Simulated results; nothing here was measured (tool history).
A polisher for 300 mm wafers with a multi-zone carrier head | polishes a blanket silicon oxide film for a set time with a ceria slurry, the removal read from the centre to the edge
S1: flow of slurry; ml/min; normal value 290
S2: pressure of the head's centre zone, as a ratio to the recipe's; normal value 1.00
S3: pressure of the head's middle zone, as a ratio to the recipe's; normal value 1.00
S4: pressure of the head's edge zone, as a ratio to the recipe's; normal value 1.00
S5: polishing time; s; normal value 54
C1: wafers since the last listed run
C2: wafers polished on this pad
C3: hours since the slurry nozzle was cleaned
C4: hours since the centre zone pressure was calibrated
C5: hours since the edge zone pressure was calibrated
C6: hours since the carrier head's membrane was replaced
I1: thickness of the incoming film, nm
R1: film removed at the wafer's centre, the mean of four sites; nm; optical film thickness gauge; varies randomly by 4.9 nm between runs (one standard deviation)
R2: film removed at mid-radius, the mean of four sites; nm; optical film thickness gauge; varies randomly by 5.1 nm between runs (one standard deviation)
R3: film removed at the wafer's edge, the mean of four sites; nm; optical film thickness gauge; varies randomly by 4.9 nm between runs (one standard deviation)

run 1 hour=0.0 | S1=290 S2=1.00 S3=1.00 S4=1.00 S5=54 | C1=0 C2=775 C3=153.1 C4=698.4 C5=100.6 C6=655.5 | I1=1464.0 | R1=321.3 R2=362.6 R3=364.1
run 2 hour=40.5 | S1=290 S2=1.00 S3=1.00 S4=1.00 S5=54 | C1=312 C2=1087 C3=193.6 C4=738.9 C5=141.1 C6=696.0 | I1=1420.0 | R1=330.2 R2=363.1 R3=364.8
run 3 hour=73.0 | S1=290 S2=1.00 S3=1.00 S4=1.00 S5=54 | C1=250 C2=1338 C3=226.1 C4=771.4 C5=173.6 C6=728.5 | I1=1437.9 | R1=319.3 R2=366.8 R3=357.7
run 4 hour=106.8 | S1=290 S2=1.00 S3=1.00 S4=1.00 S5=54 | C1=260 C2=1599 C3=259.9 C4=805.2 C5=207.4 C6=762.3 | I1=1422.7 | R1=315.9 R2=366.3 R3=362.2
run 5 hour=145.3 | S1=290 S2=1.00 S3=1.00 S4=1.00 S5=54 | C1=296 C2=1896 C3=298.4 C4=843.7 C5=245.9 C6=800.8 | I1=1448.0 | R1=326.5 R2=369.1 R3=368.4
-- hour=195.9 worn pad replaced by a new one
run 6 hour=196.4 | S1=290 S2=1.00 S3=1.00 S4=1.00 S5=54 | C1=363 C2=4 C3=349.5 C4=894.8 C5=297.0 C6=851.9 | I1=1464.8 | R1=323.4 R2=367.4 R3=361.9
run 7 hour=220.5 | S1=290 S2=1.00 S3=1.06 S4=1.00 S5=46 | C1=185 C2=189 C3=373.6 C4=918.9 C5=321.1 C6=876.0 | I1=1451.9 | R1=269.5 R2=327.5 R3=310.8
run 8 hour=245.8 | S1=385 S2=1.04 S3=1.00 S4=1.00 S5=71 | C1=195 C2=385 C3=398.9 C4=944.2 C5=346.4 C6=901.3 | I1=1433.4 | R1=441.2 R2=495.2 R3=488.9
run 9 hour=280.7 | S1=290 S2=1.00 S3=1.00 S4=1.00 S5=54 | C1=269 C2=654 C3=433.8 C4=979.1 C5=381.3 C6=936.2 | I1=1465.8 | R1=318.6 R2=369.9 R3=347.7
-- hour=329.5 edge zone pressure recalibrated
-- hour=334.5 carrier head's membrane replaced by a new one
run 10 hour=339.7 | S1=325 S2=0.91 S3=1.00 S4=0.91 S5=54 | C1=401 C2=1055 C3=492.8 C4=1038.1 C5=10.2 C6=5.2 | I1=1467.4 | R1=293.0 R2=382.2 R3=354.2
run 11 hour=366.0 | S1=290 S2=1.00 S3=1.00 S4=1.08 S5=67 | C1=202 C2=1258 C3=519.1 C4=1064.4 C5=36.5 C6=31.5 | I1=1437.7 | R1=397.7 R2=450.8 R3=458.8
-- hour=373.1 slurry nozzle cleaned
run 12 hour=390.1 | S1=290 S2=1.00 S3=1.00 S4=0.93 S5=54 | C1=178 C2=1436 C3=17.0 C4=1088.5 C5=60.6 C6=55.6 | I1=1428.3 | R1=320.3 R2=359.2 R3=337.5
run 13 hour=453.6 | S1=250 S2=1.00 S3=1.00 S4=1.00 S5=54 | C1=489 C2=1925 C3=80.5 C4=1152.0 C5=124.1 C6=119.1 | I1=1461.4 | R1=312.8 R2=365.0 R3=351.3
-- hour=461.7 worn pad replaced by a new one
run 14 hour=492.6 | S1=290 S2=1.00 S3=1.00 S4=1.00 S5=54 | C1=269 C2=238 C3=119.5 C4=1191.0 C5=163.1 C6=158.1 | I1=1430.5 | R1=314.1 R2=363.2 R3=365.1
run 15 hour=561.6 | S1=290 S2=1.00 S3=1.00 S4=1.00 S5=54 | C1=532 C2=770 C3=188.5 C4=1260.0 C5=232.1 C6=227.1 | I1=1425.0 | R1=320.3 R2=369.0 R3=360.0
-- hour=572.1 centre zone pressure recalibrated
run 16 hour=612.7 | S1=290 S2=1.00 S3=1.05 S4=1.00 S5=54 | C1=378 C2=1148 C3=239.6 C4=40.6 C5=283.2 C6=278.2 | I1=1442.6 | R1=364.4 R2=373.5 R3=353.0
run 17 hour=643.5 | S1=355 S2=0.91 S3=1.00 S4=1.00 S5=54 | C1=237 C2=1386 C3=270.4 C4=71.4 C5=314.0 C6=309.0 | I1=1431.9 | R1=320.2 R2=371.5 R3=362.5
run 18 hour=706.5 | S1=335 S2=1.00 S3=1.08 S4=1.12 S5=49 | C1=485 C2=1872 C3=333.4 C4=134.4 C5=377.0 C6=372.0 | I1=1452.6 | R1=325.1 R2=369.7 R3=345.8
run 19 hour=732.1 | S1=290 S2=1.00 S3=1.05 S4=1.00 S5=54 | C1=197 C2=2069 C3=359.0 C4=160.0 C5=402.6 C6=397.6 | I1=1457.2 | R1=345.4 R2=384.4 R3=362.2
run 20 hour=771.2 | S1=290 S2=0.93 S3=1.00 S4=1.00 S5=54 | C1=301 C2=2371 C3=398.1 C4=199.1 C5=441.7 C6=436.7 | I1=1438.4 | R1=327.8 R2=364.3 R3=357.1
-- hour=786.7 worn pad replaced by a new one
run 21 hour=798.9 | S1=290 S2=1.05 S3=1.00 S4=1.00 S5=54 | C1=182 C2=94 C3=425.8 C4=226.8 C5=469.4 C6=464.4 | I1=1448.8 | R1=357.7 R2=370.9 R3=356.9
-- hour=864.8 edge zone pressure recalibrated
run 22 hour=866.1 | S1=345 S2=1.03 S3=1.00 S4=0.92 S5=63 | C1=502 C2=596 C3=493.0 C4=294.0 C5=1.3 C6=531.6 | I1=1429.6 | R1=422.4 R2=445.0 R3=408.8
run 23 hour=927.8 | S1=215 S2=1.00 S3=1.00 S4=0.89 S5=54 | C1=475 C2=1072 C3=554.7 C4=355.7 C5=63.0 C6=593.3 | I1=1425.6 | R1=324.3 R2=348.9 R3=334.7

Below, some changes in R1 between adjacent runs. For each, the amount present without the hidden state too (settings, incoming material, random variation) and the amount remaining for the hidden state with gauge scatter not shared by both compared results:
Hidden state present: removal rate lost through wear of the pad, %; slurry flow missing at the pad, %; deviation of the centre zone's pressure from its setpoint, %; deviation of the edge zone's pressure from its setpoint, %.
Run 7 -> 8: S1 290 -> 385, S2 1.00 -> 1.04, S3 1.06 -> 1.00, S5 46 -> 71. R1 +171.7 nm: hidden state -23.0, all else +194.7.
Run 8 -> 9: S1 385 -> 290, S2 1.04 -> 1.00, S5 71 -> 54. R1 -122.6 nm: hidden state +15.9, all else -138.5.
Run 15 -> 16: S3 1.00 -> 1.05, centre zone pressure recalibrated. R1 +44.1 nm: hidden state +42.7, all else +1.4.
